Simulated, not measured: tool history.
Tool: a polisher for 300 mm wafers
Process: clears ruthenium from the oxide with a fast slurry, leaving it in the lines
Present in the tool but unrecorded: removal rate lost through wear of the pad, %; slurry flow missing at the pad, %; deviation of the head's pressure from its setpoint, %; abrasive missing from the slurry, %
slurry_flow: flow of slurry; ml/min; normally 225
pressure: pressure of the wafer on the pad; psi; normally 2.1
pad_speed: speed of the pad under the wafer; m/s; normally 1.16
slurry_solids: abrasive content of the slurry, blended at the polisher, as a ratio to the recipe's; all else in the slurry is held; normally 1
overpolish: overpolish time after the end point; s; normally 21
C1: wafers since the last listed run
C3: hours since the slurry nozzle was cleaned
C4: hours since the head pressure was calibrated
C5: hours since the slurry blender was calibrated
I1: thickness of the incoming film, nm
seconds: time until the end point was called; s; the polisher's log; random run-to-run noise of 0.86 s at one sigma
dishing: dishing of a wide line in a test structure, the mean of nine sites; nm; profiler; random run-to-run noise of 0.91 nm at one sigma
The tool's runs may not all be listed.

{"run": 1, "hour": 0.0, "slurry_flow": 225, "pressure": 2.1, "pad_speed": 1.16, "slurry_solids": 1, "overpolish": 21, "C1": 0, "wafers polished on this pad": 1984, "C3": 547, "C4": 447.4, "C5": 408.8, "I1": 220.7, "seconds": 85.8, "dishing": 44.9}
{"run": 2, "hour": 28.0, "slurry_flow": 225, "pressure": 2.1, "pad_speed": 1.16, "slurry_solids": 1, "overpolish": 21, "C1": 318, "wafers polished on this pad": 2303, "C3": 575, "C4": 475.4, "C5": 436.8, "I1": 221.9, "seconds": 87.9, "dishing": 46.7}
{"hour": 65.9, "done": "slurry blender recalibrated"}
{"run": 3, "hour": 81.9, "slurry_flow": 150, "pressure": 2.7, "pad_speed": 1.16, "slurry_solids": 1, "overpolish": 21, "C1": 590, "wafers polished on this pad": 2894, "C3": 628.9, "C4": 529.3, "C5": 16, "I1": 223, "seconds": 68.5, "dishing": 56.4}
{"hour": 86.3, "done": "slurry nozzle cleaned"}
{"run": 4, "hour": 115.9, "slurry_flow": 225, "pressure": 2.1, "pad_speed": 1.16, "slurry_solids": 1, "overpolish": 25, "C1": 375, "wafers polished on this pad": 3269, "C3": 29.6, "C4": 563.3, "C5": 50, "I1": 221.4, "seconds": 75.9, "dishing": 59.5}
{"hour": 129.0, "done": "head pressure recalibrated"}
{"run": 5, "hour": 177.9, "slurry_flow": 225, "pressure": 2.1, "pad_speed": 1.16, "slurry_solids": 1, "overpolish": 21, "C1": 682, "wafers polished on this pad": 3952, "C3": 91.6, "C4": 48.9, "C5": 112, "I1": 217.6, "seconds": 76.2, "dishing": 49}
{"run": 6, "hour": 215.2, "slurry_flow": 225, "pressure": 1.7, "pad_speed": 1.28, "slurry_solids": 1.2, "overpolish": 21, "C1": 424, "wafers polished on this pad": 4377, "C3": 128.9, "C4": 86.2, "C5": 149.3, "I1": 221.1, "seconds": 76.1, "dishing": 50.6}
{"run": 7, "hour": 270.1, "slurry_flow": 225, "pressure": 2.1, "pad_speed": 1.16, "slurry_solids": 1, "overpolish": 21, "C1": 624, "wafers polished on this pad": 5001, "C3": 183.8, "C4": 141.1, "C5": 204.2, "I1": 220.3, "seconds": 78.6, "dishing": 47.9}
{"hour": 292.1, "done": "worn pad replaced by a new one"}
{"run": 8, "hour": 323.0, "slurry_flow": 225, "pressure": 2.1, "pad_speed": 1.16, "slurry_solids": 1, "overpolish": 21, "C1": 556, "wafers polished on this pad": 351, "C3": 236.7, "C4": 194, "C5": 257.1, "I1": 222.4, "seconds": 79.8, "dishing": 47.5}
{"run": 9, "hour": 450.1, "slurry_flow": 225, "pressure": 2.1, "pad_speed": 1.34, "slurry_solids": 1, "overpolish": 21, "C1": 1446, "wafers polished on this pad": 1798, "C3": 363.8, "C4": 321.1, "C5": 384.2, "I1": 216.2, "seconds": 75.9, "dishing": 49.7}
{"run": 10, "hour": 503.5, "slurry_flow": 225, "pressure": 2.1, "pad_speed": 1.16, "slurry_solids": 1, "overpolish": 21, "C1": 607, "wafers polished on this pad": 2406, "C3": 417.2, "C4": 374.5, "C5": 437.6, "I1": 220.3, "seconds": 84.9, "dishing": 46.1}
{"hour": 572.4, "done": "slurry blender recalibrated"}
{"hour": 641.9, "done": "slurry nozzle cleaned"}
{"hour": 642.8, "done": "head pressure recalibrated"}
{"run": 11, "hour": 687.8, "slurry_flow": 190, "pressure": 2.1, "pad_speed": 1, "slurry_solids": 1, "overpolish": 21, "C1": 2053, "wafers polished on this pad": 4459, "C3": 45.9, "C4": 45, "C5": 115.4, "I1": 220.7, "seconds": 85.6, "dishing": 45.7}
{"run": 12, "hour": 717.8, "slurry_flow": 225, "pressure": 2.1, "pad_speed": 1.38, "slurry_solids": 1, "overpolish": 21, "C1": 341, "wafers polished on this pad": 4801, "C3": 75.9, "C4": 75, "C5": 145.4, "I1": 223.2, "seconds": 72, "dishing": 54.5}
{"run": 13, "hour": 750.8, "slurry_flow": 225, "pressure": 2.4, "pad_speed": 0.92, "slurry_solids": 1.1, "overpolish": 33, "C1": 375, "wafers polished on this pad": 5176, "C3": 108.9, "C4": 108, "C5": 178.4, "I1": 218.3, "seconds": 77.4, "dishing": 70.8}
{"hour": 777.9, "done": "worn pad replaced by a new one"}
{"run": 14, "hour": 815.5, "slurry_flow": 160, "pressure": 1.7, "pad_speed": 1.54, "slurry_solids": 1, "overpolish": 9, "C1": 690, "wafers polished on this pad": 428, "C3": 173.6, "C4": 172.7, "C5": 243.1, "I1": 218.2, "seconds": 78, "dishing": 22.4}
{"run": 15, "hour": 859.7, "slurry_flow": 250, "pressure": 1.5, "pad_speed": 1.16, "slurry_solids": 0.9, "overpolish": 21, "C1": 503, "wafers polished on this pad": 931, "C3": 217.8, "C4": 216.9, "C5": 287.3, "I1": 220.9, "seconds": 100.1, "dishing": 39.2}
{"run": 16, "hour": 928.8, "slurry_flow": 225, "pressure": 2.1, "pad_speed": 1.5, "slurry_solids": 1, "overpolish": 14, "C1": 786, "wafers polished on this pad": 1717, "C3": 286.9, "C4": 286, "C5": 356.4, "I1": 224.2, "seconds": 74.1, "dishing": 35.4}
{"run": 17, "hour": 970.6, "slurry_flow": 225, "pressure": 2.1, "pad_speed": 1.4, "slurry_solids": 1, "overpolish": 16, "C1": 475, "wafers polished on this pad": 2193, "C3": 328.7, "C4": 327.8, "C5": 398.2, "I1": 217.8, "seconds": 74.9, "dishing": 38.8}
{"run": 18, "hour": 1039.1, "slurry_flow": 225, "pressure": 2.1, "pad_speed": 1.16, "slurry_solids": 1, "overpolish": 11, "C1": 779, "wafers polished on this pad": 2973, "C3": 397.2, "C4": 396.3, "C5": 466.7, "I1": 215.6, "seconds": 84.9, "dishing": 25.2}
{"hour": 1045.5, "done": "slurry blender recalibrated"}
{"run": 19, "hour": 1095.3, "slurry_flow": 200, "pressure": 1.6, "pad_speed": 1.16, "slurry_solids": 1, "overpolish": 21, "C1": 616, "wafers polished on this pad": 3590, "C3": 453.4, "C4": 452.5, "C5": 49.8, "I1": 218.5, "seconds": 87, "dishing": 44.8}
{"run": 20, "hour": 1119.4, "slurry_flow": 275, "pressure": 2.1, "pad_speed": 1.16, "slurry_solids": 1, "overpolish": 33, "C1": 274, "wafers polished on this pad": 3864, "C3": 477.5, "C4": 476.6, "C5": 73.9, "I1": 222.9, "seconds": 76.4, "dishing": 73.2}
{"run": 21, "hour": 1156.4, "slurry_flow": 280, "pressure": 2.1, "pad_speed": 1.16, "slurry_solids": 1, "overpolish": 25, "C1": 421, "wafers polished on this pad": 4285, "C3": 514.5, "C4": 513.6, "C5": 110.9, "I1": 221.7, "seconds": 77.2, "dishing": 57.9}
{"hour": 1175.0, "done": "head pressure recalibrated"}
{"run": 22, "hour": 1191.8, "slurry_flow": 250, "pressure": 1.5, "pad_speed": 1.16, "slurry_solids": 0.9, "overpolish": 21, "C1": 380, "wafers polished on this pad": 4665, "C3": 549.9, "C4": 16.8, "C5": 146.3, "I1": 221.9, "seconds": 93.3, "dishing": 41.2}
{"run": 23, "hour": 1219.6, "slurry_flow": 170, "pressure": 2.5, "pad_speed": 0.82, "slurry_solids": 1, "overpolish": 15, "C1": 316, "wafers polished on this pad": 4982, "C3": 577.7, "C4": 44.6, "C5": 174.1, "I1": 221.9, "seconds": 86.4, "dishing": 34.4}
{"run": 24, "hour": 1258.5, "slurry_flow": 225, "pressure": 1.5, "pad_speed": 1.16, "slurry_solids": 1.3, "overpolish": 21, "C1": 442, "wafers polished on this pad": 5424, "C3": 616.6, "C4": 83.5, "C5": 213, "I1": 224.7, "seconds": 82.8, "dishing": 46.9}
{"run": 25, "hour": 1290.2, "slurry_flow": 225, "pressure": 2.1, "pad_speed": 1.16, "slurry_solids": 1, "overpolish": 21, "C1": 360, "wafers polished on this pad": 5785, "C3": 648.3, "C4": 115.2, "C5": 244.7, "I1": 219.7, "seconds": 79.4, "dishing": 47.9}
{"hour": 1319.4, "done": "worn pad replaced by a new one"}
{"run": 26, "hour": 1324.4, "slurry_flow": 225, "pressure": 2.1, "pad_speed": 1.16, "slurry_solids": 0.9, "overpolish": 21, "C1": 343, "wafers polished on this pad": 56, "C3": 682.5, "C4": 149.4, "C5": 278.9, "I1": 219.3, "seconds": 86, "dishing": 44.3}
{"hour": 1327.5, "done": "slurry nozzle cleaned"}
{"run": 27, "hour": 1387.1, "slurry_flow": 225, "pressure": 1.6, "pad_speed": 1.16, "slurry_solids": 1, "overpolish": 21, "C1": 702, "wafers polished on this pad": 758, "C3": 59.6, "C4": 212.1, "C5": 341.6, "I1": 215.8, "seconds": 89.8, "dishing": 41.2}

Exercise: give the hidden state of the tool at every run:
removal rate lost through wear of the pad, %: 0 at every run
slurry flow missing at the pad, %: 0 at every run
deviation of the head's pressure from its setpoint, %: 0 at every run
H1: abrasive missing from the slurry, %
run=1 H1=22.9
run=2 H1=24.3
run=3 H1=0.933
run=4 H1=2.57
run=5 H1=5.55
run=6 H1=7.35
run=7 H1=9.99
run=8 H1=12.5
run=9 H1=18.7
run=10 H1=21.2
run=11 H1=6.94
run=12 H1=8.38
run=13 H1=9.97
run=14 H1=13.1
run=15 H1=15.2
run=16 H1=18.5
run=17 H1=20.6
run=18 H1=23.9
run=19 H1=3.62
run=20 H1=4.78
run=21 H1=6.56
run=22 H1=8.27
run=23 H1=9.6
run=24 H1=11.5
run=25 H1=13
run=26 H1=14.6
run=27 H1=17.7

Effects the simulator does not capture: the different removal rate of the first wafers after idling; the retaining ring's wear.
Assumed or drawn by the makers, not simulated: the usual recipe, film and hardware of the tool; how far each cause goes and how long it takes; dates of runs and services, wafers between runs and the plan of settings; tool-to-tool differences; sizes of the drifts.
